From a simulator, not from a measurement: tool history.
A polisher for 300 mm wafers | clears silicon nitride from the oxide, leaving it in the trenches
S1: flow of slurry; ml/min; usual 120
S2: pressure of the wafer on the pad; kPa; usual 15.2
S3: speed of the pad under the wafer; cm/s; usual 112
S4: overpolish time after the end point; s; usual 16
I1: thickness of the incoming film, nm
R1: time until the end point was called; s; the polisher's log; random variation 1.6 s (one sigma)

run,hour,S1,S2,S3,S4,I1,R1
1,0,120,15.2,112,16,86.1,142.2
2,59.9,120,15.2,112,16,84.4,142.4
# hour 127.6: head pressure recalibrated
3,128.1,120,15.2,112,16,85.1,144.4
4,160.9,120,15.2,112,16,86.2,147.8
# hour 171: slurry nozzle cleaned
5,197.5,120,15.2,112,16,85.2,132.4
# hour 260.2: worn pad replaced by a new one
6,267.7,120,15.2,112,16,83.8,129.7
7,322.4,120,15.2,130,9,86.3,120.9
8,392,120,15.2,112,18,85,134.1
9,421.4,120,15.2,96,16,85,149.8
10,464.1,120,12.4,112,16,84.3,161.5
11,512.8,120,15.2,112,16,84.7,135
12,560.5,120,15.2,112,16,85,137.8
# hour 611.2: worn pad replaced by a new one
13,627.8,120,15.2,112,16,86.6,139.8
14,663.4,120,15.2,112,16,85.5,137.8
15,727.6,120,15.2,112,16,85.1,137
16,753.7,120,15.2,112,16,84.2,137.7
17,783.4,120,15.2,112,16,85,143.1
18,826.9,120,15.2,112,16,86.2,146.3
19,861,120,15.2,94,11,85.9,164.8
20,926.5,155,19.3,134,16,86.7,93.8
21,950.7,120,15.2,152,11,87,114.9
# hour 967.3: slurry nozzle cleaned
22,989.9,155,19.3,134,16,85.8,87.6
# hour 1003.9: worn pad replaced by a new one
23,1033.1,135,12.4,128,7,84.1,138.8
24,1071.3,155,12.4,112,7,84.6,154.8
25,1125.8,120,19.3,112,9,85.3,108.5
26,1161.4,120,15.2,112,16,84.4,133.5
# hour 1231.9: head pressure recalibrated
27,1325.2,130,15.2,112,8,85.2,132.6
# hour 1358.3: worn pad replaced by a new one
28,1363.9,120,15.2,112,16,85.1,136.5
29,1409.7,120,15.2,112,16,84.6,136.4
30,1475.5,155,20.7,112,16,85.2,97.9
31,1513.5,120,15.2,112,16,83.8,139.7
32,1562.6,120,15.2,144,16,85.5,115.9
33,1622,155,15.2,152,16,85.1,105.7
34,1646.1,120,15.2,112,16,84.6,141.3
35,1670.9,160,15.2,136,13,85.5,113.1
# hour 1694.8: worn pad replaced by a new one
36,1728.4,85,17.2,140,8,83.5,115
37,1753.8,120,15.2,112,16,86.2,147.5

Forecast each of these 3 alternatives for the next run:
A,1754.3,120,15.2,92,16,84.9,?
B,1754.3,120,11,112,16,84.9,?
C,1754.3,155,15.2,140,9,84.9,?

run,R1
A,166.9
B,192.7
C,113.5
Without the tool's hidden state the same runs would have given:
run,R1
A,151.3
B,174.6
C,104.7
